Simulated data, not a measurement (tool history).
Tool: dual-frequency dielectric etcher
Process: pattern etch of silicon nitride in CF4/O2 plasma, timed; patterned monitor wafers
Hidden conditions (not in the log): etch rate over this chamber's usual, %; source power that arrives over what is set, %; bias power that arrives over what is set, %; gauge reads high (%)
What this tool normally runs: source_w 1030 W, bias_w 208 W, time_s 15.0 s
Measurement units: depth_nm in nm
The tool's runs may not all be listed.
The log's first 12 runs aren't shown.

| run | hour | source_w | bias_w | time_s | wafers since the last listed run | hours since the last wet clean | hours since the last source power generator calibration | hours since the last bias power generator calibration | hours since the last upper electrode change | hours since the gauge calibration | read-back reference wafer on the same gauge, depth_nm | depth_nm |
|---|---|---|---|---|---|---|---|---|---|---|---|---|
| 13 | 903.2 | 970 | 208 | 16.0 | 1025 | 117.6 | 3665.2 | 2350.5 | 3362.8 | 466.5 | 51.5 | 59.5 |
|  | 914.7 | bias power generator calibrated |
|  | 955.6 | upper electrode replaced |
| 14 | 956.1 | 970 | 208 | 16.0 | 317 | 170.5 | 3718.1 | 41.4 | 0.5 | 519.4 | 51.6 | 60.2 |
| 15 | 1024.1 | 810 | 173 | 15.0 | 867 | 238.5 | 3786.1 | 109.4 | 68.5 | 587.4 | 51.5 | 43.2 |
|  | 1080.6 | wet clean of the chamber, repeated, since the last time left the tool worse |
| 16 | 1107.8 | 1030 | 208 | 15.0 | 761 | 27.2 | 3869.8 | 193.1 | 152.2 | 671.1 | 51.6 | 63.6 |
| 17 | 1151.2 | 1120 | 167 | 11.0 | 553 | 70.6 | 3913.2 | 236.5 | 195.6 | 714.5 | 51.4 | 47.7 |
| 18 | 1195.9 | 1210 | 208 | 15.0 | 570 | 115.3 | 3957.9 | 281.2 | 240.3 | 759.2 | 51.6 | 75.0 |
| 19 | 1254.1 | 1160 | 260 | 15.0 | 742 | 173.5 | 4016.1 | 339.4 | 298.5 | 817.4 | 51.5 | 78.7 |
| 20 | 1313.2 | 1030 | 208 | 15.0 | 753 | 232.6 | 4075.2 | 398.5 | 357.6 | 876.5 | 51.5 | 64.5 |
| 21 | 1382.8 | 900 | 225 | 12.5 | 887 | 302.2 | 4144.8 | 468.1 | 427.2 | 946.1 | 51.4 | 47.2 |
| 22 | 1474.1 | 1290 | 208 | 15.0 | 1164 | 393.5 | 4236.1 | 559.4 | 518.5 | 1037.4 | 51.6 | 82.0 |
| 23 | 1538.6 | 1030 | 208 | 15.0 | 822 | 458.0 | 4300.6 | 623.9 | 583.0 | 1101.9 | 51.5 | 65.1 |
|  | 1582.0 | source power generator calibrated |
|  | 1621.9 | wet clean of the chamber |
| 24 | 1634.4 | 1030 | 208 | 15.0 | 864 | 12.5 | 52.4 | 719.7 | 678.8 | 1197.7 | 51.4 | 63.2 |
|  | 1647.9 | gauge calibrated |
| 25 | 1674.4 | 1160 | 250 | 11.0 | 510 | 52.5 | 92.4 | 759.7 | 718.8 | 26.5 | 51.4 | 55.4 |
| 26 | 1745.3 | 1030 | 208 | 15.0 | 904 | 123.4 | 163.3 | 830.6 | 789.7 | 97.4 | 51.5 | 63.7 |
| 27 | 1881.1 | 900 | 253 | 19.0 | 1732 | 259.2 | 299.1 | 966.4 | 925.5 | 233.2 | 51.6 | 75.6 |
| 28 | 1924.3 | 1030 | 167 | 15.0 | 551 | 302.4 | 342.3 | 1009.6 | 968.7 | 276.4 | 51.5 | 60.3 |
| 29 | 2010.9 | 1030 | 250 | 17.5 | 1104 | 389.0 | 428.9 | 1096.2 | 1055.3 | 363.0 | 51.5 | 80.4 |
| 30 | 2083.9 | 1030 | 172 | 18.0 | 931 | 462.0 | 501.9 | 1169.2 | 1128.3 | 436.0 | 51.5 | 73.4 |

Predict each of these 4 candidate next runs independently; none follows another, all start after run 30:
| A | 2084.3 | 1270 | 208 | 15.0 | 5 | 462.4 | 502.3 | 1169.6 | 1128.7 | 436.4 | ? | ? |
| B | 2084.3 | 1240 | 194 | 18.0 | 5 | 462.4 | 502.3 | 1169.6 | 1128.7 | 436.4 | ? | ? |
| C | 2084.3 | 810 | 235 | 15.0 | 5 | 462.4 | 502.3 | 1169.6 | 1128.7 | 436.4 | ? | ? |
| D | 2084.3 | 1160 | 248 | 13.5 | 5 | 462.4 | 502.3 | 1169.6 | 1128.7 | 436.4 | ? | ? |

| run | read-back reference wafer on the same gauge, depth_nm | depth_nm |
|---|---|---|
| A | 51.5 | 80.4 |
| B | 51.5 | 92.0 |
| C | 51.5 | 52.3 |
| D | 51.5 | 70.2 |
Had the tool no hidden state, the same runs would have come out as:
| run | depth_nm |
|---|---|
| A | 78.3 |
| B | 89.6 |
| C | 50.9 |
| D | 68.3 |
